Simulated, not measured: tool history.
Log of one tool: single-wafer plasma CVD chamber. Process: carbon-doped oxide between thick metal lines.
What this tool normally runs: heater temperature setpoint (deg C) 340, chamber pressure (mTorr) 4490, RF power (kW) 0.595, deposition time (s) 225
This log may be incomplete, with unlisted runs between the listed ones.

run     day  heater temperature setpoint (deg C)  chamber pressure (mTorr)  RF power (kW)  deposition time (s)  wafers since the last listed run  hours since the last thermocouple change  hours since the last RF generator calibration  hours since the last manometer calibration  hours since the showerhead was replaced  hours since the gauge calibration  read-back reference wafer on the same gauge, thickness_nm  mean film thickness on the monitor wafer (nm)
  1       0                                  340                      4490          0.595                  225                                 0                                     816.3                                           38.6                                       285.3                                   3389.8                             1334.2                                                   1527.946                                       1298.776
  2   2.458                                  340                      4490           0.66                  225                               528                                     875.3                                           97.6                                       344.3                                   3448.8                             1393.2                                                    1531.28                                       1415.597
  3    4.35                                  340                      4490           0.66                  225                               406                                     920.7                                            143                                       389.7                                   3494.2                             1438.6                                                   1528.862                                       1413.466
  4   7.571                                  340                      4490          0.595                  225                               692                                       998                                          220.3                                         467                                   3571.5                             1515.9                                                   1528.205                                       1272.901
  5  10.717                                  340                      4490          0.595                  225                               676                                    1073.5                                          295.8                                       542.5                                     3647                             1591.4                                                   1529.137                                       1271.732
  6  14.333                                  340                      4490          0.595                  225                               777                                    1160.3                                          382.6                                       629.3                                   3733.8                             1678.2                                                   1528.576                                       1268.556
  7  17.021                                  330                      4490          0.595                  225                               577                                    1224.8                                          447.1                                       693.8                                   3798.3                             1742.7                                                   1527.117                                       1306.145
  8      19                                  330                      4490          0.595                  225                               425                                    1272.3                                          494.6                                       741.3                                   3845.8                             1790.2                                                   1529.313                                       1295.191
  9  22.071                                  340                      3690           0.65                  225                               660                                      1346                                          568.3                                         815                                   3919.5                             1863.9                                                   1529.288                                        1336.25
 10  25.779                                  340                      4490          0.595                  225                               797                                      1435                                          657.3                                         904                                   4008.5                             1952.9                                                   1532.406                                       1247.266
 11  28.958                                  331                      3500          0.545                  207                               683                                    1511.3                                          733.6                                       980.3                                   4084.8                             2029.2                                                   1532.104                                       1051.981
 12  33.088                                  336                      3650           0.63                  263                               887                                    1610.4                                          832.7                                      1079.4                                   4183.9                             2128.3                                                   1528.463                                       1510.877
     33.267  -- gauge calibrated
 13  36.871                                  340                      4490          0.595                  225                               813                                    1701.2                                          923.5                                      1170.2                                   4274.7                               86.5                                                   1531.006                                       1237.456
 14  38.958                                  355                      3600           0.69                  225                               448                                    1751.3                                          973.6                                      1220.3                                   4324.8                              136.6                                                   1530.392                                       1323.116
     40.725  -- thermocouple changed; heater temperature recalibrated
 15  41.233                                  327                      4490          0.595                  225                               417                                      12.2                                         1028.2                                      1274.9                                   4379.4                              191.2                                                   1529.114                                       1304.752
 16  43.162                                  340                      4490          0.595                  225                               414                                      58.5                                         1074.5                                      1321.2                                   4425.7                              237.5                                                   1530.904                                        1256.96
 17  47.071                                  340                      3530           0.71                  225                               840                                     152.3                                         1168.3                                        1415                                   4519.5                              331.3                                                   1528.218                                       1428.084
     48.879  -- RF generator calibrated
 18  50.462                                  345                      3970           0.71                  194                               657                                     233.7                                             38                                      1496.4                                   4600.9                              412.7                                                   1529.818                                       1284.095
     55.896  -- showerhead replaced
     57.829  -- capacitance manometer re-zeroed and calibrated
 19   57.85                                  340                      4490          0.595                  225                              1444                                       411                                          215.3                                         0.5                                     46.9                                590                                                   1530.766                                       1277.583
 20  60.338                                  340                      3470            0.5                  225                               534                                     470.7                                            275                                        60.2                                    106.6                              649.7                                                   1528.513                                       1036.429
 21  64.275                                  340                      4490           0.49                  198                               846                                     565.2                                          369.5                                       154.7                                    201.1                              744.2                                                   1530.184                                        905.967
 22  68.671                                  340                      4490          0.595                  225                               944                                     670.7                                            475                                       260.2                                    306.6                              849.7                                                   1531.441                                       1261.038
 23  70.246                                  340                      4490          0.595                  249                               338                                     708.5                                          512.8                                         298                                    344.4                              887.5                                                   1528.939                                       1397.681
 24  72.512                                  340                      4490          0.595                  225                               487                                     762.9                                          567.2                                       352.4                                    398.8                              941.9                                                   1529.169                                       1250.463
 25    82.5                                  340                      4490           0.66                  225                              2147                                    1002.6                                          806.9                                       592.1                                    638.5                             1181.6                                                   1530.547                                        1357.11
 26  84.675                                  334                      4180          0.595                  193                               467                                    1054.8                                          859.1                                       644.3                                    690.7                             1233.8                                                   1529.104                                       1080.848
 27  88.008                                  325                      4490           0.53                  225                               716                                    1134.8                                          939.1                                       724.3                                    770.7                             1313.8                                                   1531.329                                       1150.053

Expected results for the next run?
 28  91.417                                  340                      4490          0.595                  225                               732                                    1216.6                                         1020.9                                       806.1                                    852.5                             1395.6                                                          ?                                              ?

read-back reference wafer on the same gauge, thickness_nm: 1530.369
mean film thickness on the monitor wafer (nm): 1242.735
With the hidden condition absent and the run-to-run variation left alone, this run would have shown mean film thickness on the monitor wafer (nm) 1322.634.

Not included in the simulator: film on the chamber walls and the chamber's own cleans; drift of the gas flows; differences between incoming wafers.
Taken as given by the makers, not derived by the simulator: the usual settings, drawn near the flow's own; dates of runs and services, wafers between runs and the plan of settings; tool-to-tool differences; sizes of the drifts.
